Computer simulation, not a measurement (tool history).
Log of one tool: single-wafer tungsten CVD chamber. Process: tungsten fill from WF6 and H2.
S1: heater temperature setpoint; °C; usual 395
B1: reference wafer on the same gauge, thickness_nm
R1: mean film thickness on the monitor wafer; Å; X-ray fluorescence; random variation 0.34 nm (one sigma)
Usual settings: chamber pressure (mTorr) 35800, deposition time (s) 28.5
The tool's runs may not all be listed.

{"run": 1, "hour": 0.0, "S1": 395, "chamber pressure (mTorr)": 35800, "deposition time (s)": 28.5, "B1": 68.177, "R1": 815.31}
{"run": 2, "hour": 32.3, "S1": 395, "chamber pressure (mTorr)": 35800, "deposition time (s)": 28.5, "B1": 68.236, "R1": 819.4}
{"run": 3, "hour": 51.4, "S1": 395, "chamber pressure (mTorr)": 35800, "deposition time (s)": 28.5, "B1": 68.184, "R1": 827.07}
{"run": 4, "hour": 79.7, "S1": 395, "chamber pressure (mTorr)": 35800, "deposition time (s)": 28.5, "B1": 68.264, "R1": 821.32}
{"run": 5, "hour": 103.0, "S1": 395, "chamber pressure (mTorr)": 35800, "deposition time (s)": 30.9, "B1": 68.109, "R1": 892.05}
{"run": 6, "hour": 134.7, "S1": 395, "chamber pressure (mTorr)": 35800, "deposition time (s)": 28.5, "B1": 68.213, "R1": 826.07}
{"run": 7, "hour": 166.8, "S1": 399, "chamber pressure (mTorr)": 35800, "deposition time (s)": 28.5, "B1": 68.292, "R1": 898.73}
{"run": 8, "hour": 183.3, "S1": 399, "chamber pressure (mTorr)": 35800, "deposition time (s)": 28.5, "B1": 68.231, "R1": 897.57}
{"run": 9, "hour": 195.8, "S1": 399, "chamber pressure (mTorr)": 35800, "deposition time (s)": 28.5, "B1": 68.324, "R1": 896.86}
{"run": 10, "hour": 224.1, "S1": 400, "chamber pressure (mTorr)": 35800, "deposition time (s)": 28.5, "B1": 68.153, "R1": 923.01}
{"run": 11, "hour": 245.7, "S1": 400, "chamber pressure (mTorr)": 35800, "deposition time (s)": 28.5, "B1": 68.15, "R1": 923.01}
{"run": 12, "hour": 261.6, "S1": 400, "chamber pressure (mTorr)": 35800, "deposition time (s)": 28.5, "B1": 68.132, "R1": 918.19}
{"run": 13, "hour": 279.6, "S1": 395, "chamber pressure (mTorr)": 35800, "deposition time (s)": 28.5, "B1": 68.136, "R1": 836.22}
{"run": 14, "hour": 314.2, "S1": 395, "chamber pressure (mTorr)": 35800, "deposition time (s)": 25.9, "B1": 68.197, "R1": 762.72}
{"run": 15, "hour": 342.1, "S1": 385, "chamber pressure (mTorr)": 35800, "deposition time (s)": 28.5, "B1": 68.238, "R1": 689.08}
{"run": 16, "hour": 377.0, "S1": 389, "chamber pressure (mTorr)": 44500, "deposition time (s)": 23.1, "B1": 68.102, "R1": 672.09}
{"hour": 388.4, "done": "showerhead replaced"}
{"run": 17, "hour": 389.3, "S1": 395, "chamber pressure (mTorr)": 35800, "deposition time (s)": 33.5, "B1": 68.135, "R1": 998.55}
{"run": 18, "hour": 413.3, "S1": 395, "chamber pressure (mTorr)": 35800, "deposition time (s)": 28.5, "B1": 68.145, "R1": 847.84}
{"hour": 425.1, "done": "capacitance manometer re-zeroed and calibrated"}
{"run": 19, "hour": 435.2, "S1": 399, "chamber pressure (mTorr)": 35800, "deposition time (s)": 28.5, "B1": 68.204, "R1": 923.46}
{"hour": 451.0, "done": "gauge calibrated"}
{"run": 20, "hour": 470.3, "S1": 395, "chamber pressure (mTorr)": 32000, "deposition time (s)": 28.5, "B1": 68.117, "R1": 825.43}
{"hour": 492.9, "done": "thermocouple changed; heater temperature recalibrated"}
{"run": 21, "hour": 501.9, "S1": 395, "chamber pressure (mTorr)": 35800, "deposition time (s)": 28.5, "B1": 68.232, "R1": 789.61}
{"run": 22, "hour": 535.2, "S1": 408, "chamber pressure (mTorr)": 35800, "deposition time (s)": 28.5, "B1": 68.202, "R1": 1022.9}
{"run": 23, "hour": 561.4, "S1": 404, "chamber pressure (mTorr)": 31000, "deposition time (s)": 31.7, "B1": 68.173, "R1": 988.38}
{"run": 24, "hour": 583.4, "S1": 395, "chamber pressure (mTorr)": 35800, "deposition time (s)": 31.6, "B1": 68.12, "R1": 872.81}
{"run": 25, "hour": 618.5, "S1": 395, "chamber pressure (mTorr)": 35800, "deposition time (s)": 33.8, "B1": 68.205, "R1": 942.45}
{"run": 26, "hour": 646.5, "S1": 403, "chamber pressure (mTorr)": 31700, "deposition time (s)": 28.5, "B1": 68.264, "R1": 885.27}
{"run": 27, "hour": 680.8, "S1": 395, "chamber pressure (mTorr)": 35800, "deposition time (s)": 28.5, "B1": 68.147, "R1": 790.03}
{"run": 28, "hour": 703.7, "S1": 409, "chamber pressure (mTorr)": 43900, "deposition time (s)": 32, "B1": 68.251, "R1": 1268.75}
{"run": 29, "hour": 736.6, "S1": 389, "chamber pressure (mTorr)": 35800, "deposition time (s)": 32.4, "B1": 68.264, "R1": 801.51}

4 ways to go on from here, each from the tool as it stands after run 29. What would each give?
{"run": "A", "hour": 737.0, "S1": 395, "chamber pressure (mTorr)": 40700, "deposition time (s)": 28.5, "B1": "?", "R1": "?"}
{"run": "B", "hour": 737.0, "S1": 382, "chamber pressure (mTorr)": 30500, "deposition time (s)": 32.4, "B1": "?", "R1": "?"}
{"run": "C", "hour": 737.0, "S1": 382, "chamber pressure (mTorr)": 35800, "deposition time (s)": 28.5, "B1": "?", "R1": "?"}
{"run": "D", "hour": 737.0, "S1": 404, "chamber pressure (mTorr)": 43700, "deposition time (s)": 28.5, "B1": "?", "R1": "?"}

run=A B1=68.179 R1=837.14
run=B B1=68.179 R1=644.86
run=C B1=68.179 R1=605.54
run=D B1=68.179 R1=1027.05
Without the tool's hidden state the same runs would have given:
run=A R1=827.45
run=B R1=636.89
run=C R1=598.06
run=D R1=1015.91
